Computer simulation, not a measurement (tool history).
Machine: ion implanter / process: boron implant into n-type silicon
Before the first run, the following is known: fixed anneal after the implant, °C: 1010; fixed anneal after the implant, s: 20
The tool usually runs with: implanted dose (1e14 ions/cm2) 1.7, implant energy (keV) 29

run    hour  implanted dose (1e14 ions/cm2)  implant energy (keV)  wafers since the last listed run  hours since the last dose calibration  hours since the extraction supply was calibrated  hours since the gauge calibration  read-back reference wafer on the same gauge, sheet resistance  sheet resistance of the implanted and annealed layer (ohm/square)
  1       0                            1.86                    26                                 0                                 1052.7                                            6956.3                              492.8                                                         629.57                                                             500.71
  2    25.8                            1.86                    26                               357                                 1078.5                                            6982.1                              518.6                                                         630.28                                                             503.68
  3    55.2                             1.7                    29                               407                                 1107.9                                            7011.5                                548                                                         631.11                                                             535.41
  4   104.8                             1.7                    29                               687                                 1157.5                                            7061.1                              597.6                                                         631.59                                                             532.48
  5   174.3                             1.7                    29                               963                                   1227                                            7130.6                              667.1                                                         632.19                                                             530.55
  6     201                             1.7                    27                               370                                 1253.7                                            7157.3                              693.8                                                         632.31                                                             536.99
  7   225.8                             1.7                    27                               343                                 1278.5                                            7182.1                              718.6                                                         631.56                                                             532.99
  8   266.7                             1.7                    27                               567                                 1319.4                                              7223                              759.5                                                         633.03                                                             539.71
  9   324.5                             1.7                    29                               801                                 1377.2                                            7280.8                              817.3                                                          633.5                                                              531.5
 10   350.2                             1.7                    29                               356                                 1402.9                                            7306.5                                843                                                         633.44                                                             534.17
 11   397.8                             1.7                    29                               660                                 1450.5                                            7354.1                              890.6                                                         633.96                                                             533.83
 12   468.2                             1.7                    29                               976                                 1520.9                                            7424.5                                961                                                         635.42                                                             532.81
 13   503.7                            2.09                  35.5                               492                                 1556.4                                              7460                              996.5                                                         634.81                                                             445.79
 14   562.6                            2.09                  35.5                               816                                 1615.3                                            7518.9                             1055.4                                                         636.16                                                             444.44
 15   595.7                            2.09                  35.5                               458                                 1648.4                                              7552                             1088.5                                                         635.47                                                              444.2
 16   654.4                             1.7                    29                               813                                 1707.1                                            7610.7                             1147.2                                                         636.18                                                             535.18
      689.8  -- extraction supply calibrated
 17   724.6                             1.7                    29                               862                                 1777.3                                              34.8                             1217.4                                                         637.22                                                             534.95
 18   767.1                             1.3                    38                               589                                 1819.8                                              77.3                             1259.9                                                          637.6                                                             627.51
 19   804.1                            2.13                    35                               513                                 1856.8                                             114.3                             1296.9                                                         638.32                                                             438.96
      812.8  -- gauge calibrated
      906.2  -- Faraday cup replaced and dose calibrated
 20   906.7                             1.5                  38.5                              1311                                    0.5                                             216.9                               93.9                                                         627.29                                                             555.18
 21   946.9                            1.43                    35                               557                                   40.7                                             257.1                              134.1                                                         627.13                                                             584.42
 22  1013.9                             1.7                    29                               929                                  107.7                                             324.1                              201.1                                                         627.47                                                             522.61
 23  1052.4                            1.83                    29                               533                                  146.2                                             362.6                              239.6                                                         628.18                                                             497.86
 24  1092.8                             1.7                    29                               560                                  186.6                                               403                                280                                                         629.28                                                             531.94
 25    1130                            1.27                    39                               515                                  223.8                                             440.2                              317.2                                                         628.41                                                             621.18
 26  1154.8                             1.7                    29                               343                                  248.6                                               465                                342                                                         628.36                                                             526.24
 27  1181.2                            1.35                  36.5                               366                                    275                                             491.4                              368.4                                                         628.72                                                             609.02
 28  1239.6                            2.03                  20.5                               809                                  333.4                                             549.8                              426.8                                                         629.05                                                             477.95
 29  1280.6                            1.97                    20                               568                                  374.4                                             590.8                              467.8                                                         630.59                                                             495.32
 30  1309.3                            2.19                    36                               397                                  403.1                                             619.5                              496.5                                                         630.75                                                             425.57

Alternative continuations, all from the tool just after run 30; predict every row:
  A  1309.7                             1.7                    29                                 5                                  403.5                                             619.9                              496.9                                                              ?                                                                  ?
  B  1309.7                            1.93                    23                                 5                                  403.5                                             619.9                              496.9                                                              ?                                                                  ?
  C  1309.7                             1.3                    37                                 5                                  403.5                                             619.9                              496.9                                                              ?                                                                  ?
  D  1309.7                            1.27                  19.5                                 5                                  403.5                                             619.9                              496.9                                                              ?                                                                  ?
  E  1309.7                            2.18                  23.5                                 5                                  403.5                                             619.9                              496.9                                                              ?                                                                  ?

run  read-back reference wafer on the same gauge, sheet resistance  sheet resistance of the implanted and annealed layer (ohm/square)
  A                                                         630.63                                                             527.13
  B                                                         630.63                                                             492.81
  C                                                         630.63                                                             618.56
  D                                                         630.63                                                             702.05
  E                                                         630.63                                                              446.1
Stripped of hidden state, with their random variation kept, the same runs would have yielded:
run  sheet resistance of the implanted and annealed layer (ohm/square)
  A                                                             522.52
  B                                                             488.51
  C                                                             613.16
  D                                                             695.92
  E                                                              442.2
